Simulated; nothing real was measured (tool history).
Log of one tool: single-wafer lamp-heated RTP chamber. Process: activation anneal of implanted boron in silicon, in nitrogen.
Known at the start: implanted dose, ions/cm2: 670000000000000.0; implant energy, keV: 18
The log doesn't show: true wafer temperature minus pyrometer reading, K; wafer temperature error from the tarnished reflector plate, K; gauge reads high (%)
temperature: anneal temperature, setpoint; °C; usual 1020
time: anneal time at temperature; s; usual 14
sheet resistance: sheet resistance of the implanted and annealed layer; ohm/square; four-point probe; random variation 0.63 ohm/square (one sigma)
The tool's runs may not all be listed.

run,hour,temperature,time,wafers since the last listed run,wafers since the last pyrometer calibration,wafers since the reflector plate was cleaned,hours since the gauge calibration,"read-back reference wafer on the same gauge, sheet resistance",sheet resistance
1,0.0,1038,18,0,3454,5881,916.8,146.42,164.64
# hour 22.3: reflector plate cleaned
2,191.3,1038,18,2270,5724,2092,1108.1,146.89,165.65
# hour 252.6: pyrometer window cleaned and pyrometer calibrated
3,288.9,1038,18,1109,449,3202,1205.7,146.86,165.76
4,325.5,1020,8,453,903,3655,1242.3,146.92,167.87
5,388.0,1020,8,774,1677,4430,1304.8,146.95,168.83
# hour 488.4: reflector plate cleaned
6,488.9,1020,14,1150,2828,6,1405.7,146.97,167.47
7,560.9,1020,14,891,3719,898,1477.7,147.29,167.92
8,608.8,1020,14,593,4313,1491,1525.6,147.07,168.13
9,655.7,1020,16,580,4894,2072,1572.5,147.27,167.76
10,753.2,1020,14,1207,6101,3280,1670.0,147.32,167.56
# hour 780.7: pyrometer window cleaned and pyrometer calibrated
11,808.9,1020,14,590,348,3870,1725.7,147.29,168.45
12,896.4,1049,20,1083,1432,4954,1813.2,147.17,165.05
# hour 951.3: reflector plate cleaned
13,977.8,1020,14,909,2341,328,1894.6,147.36,167.76
# hour 1005.1: gauge calibrated
14,1028.8,1020,14,631,2973,960,23.7,143.06,162.83
15,1113.5,1031,20,1049,4022,2009,108.4,143.69,162.94
16,1196.1,1020,9,1023,5045,3032,191.0,144.11,164.90
# hour 1317.7: pyrometer window cleaned and pyrometer calibrated
# hour 1367.5: reflector plate cleaned
17,1424.0,1001,17,2624,1218,699,418.9,145.31,168.76
18,1504.6,992,9,998,2216,1697,499.5,145.37,175.44
19,1567.4,1034,14,777,2994,2475,562.3,145.43,164.96
20,1668.9,1036,17,1257,4251,3733,663.8,145.85,164.10
21,1737.7,1031,9,852,5103,4585,732.6,146.35,165.97
22,1839.7,991,18,1263,6367,5848,834.6,146.37,173.82
# hour 1872.9: reflector plate cleaned
# hour 1940.0: pyrometer window cleaned and pyrometer calibrated
23,1945.1,992,9,1107,63,795,940.0,146.60,176.81

Forecast each of these 5 alternatives for the next run:
A,1945.5,1020,14,4,68,800,940.4,?,?
B,1945.5,1020,17,4,68,800,940.4,?,?
C,1945.5,1037,7,4,68,800,940.4,?,?
D,1945.5,1038,21,4,68,800,940.4,?,?
E,1945.5,1039,18,4,68,800,940.4,?,?

run,"read-back reference wafer on the same gauge, sheet resistance",sheet resistance
A,146.41,167.06
B,146.41,166.73
C,146.41,166.42
D,146.41,164.80
E,146.41,165.01
Without the tool's hidden state the same runs would have given:
run,sheet resistance
A,163.04
B,162.72
C,162.42
D,160.84
E,161.04
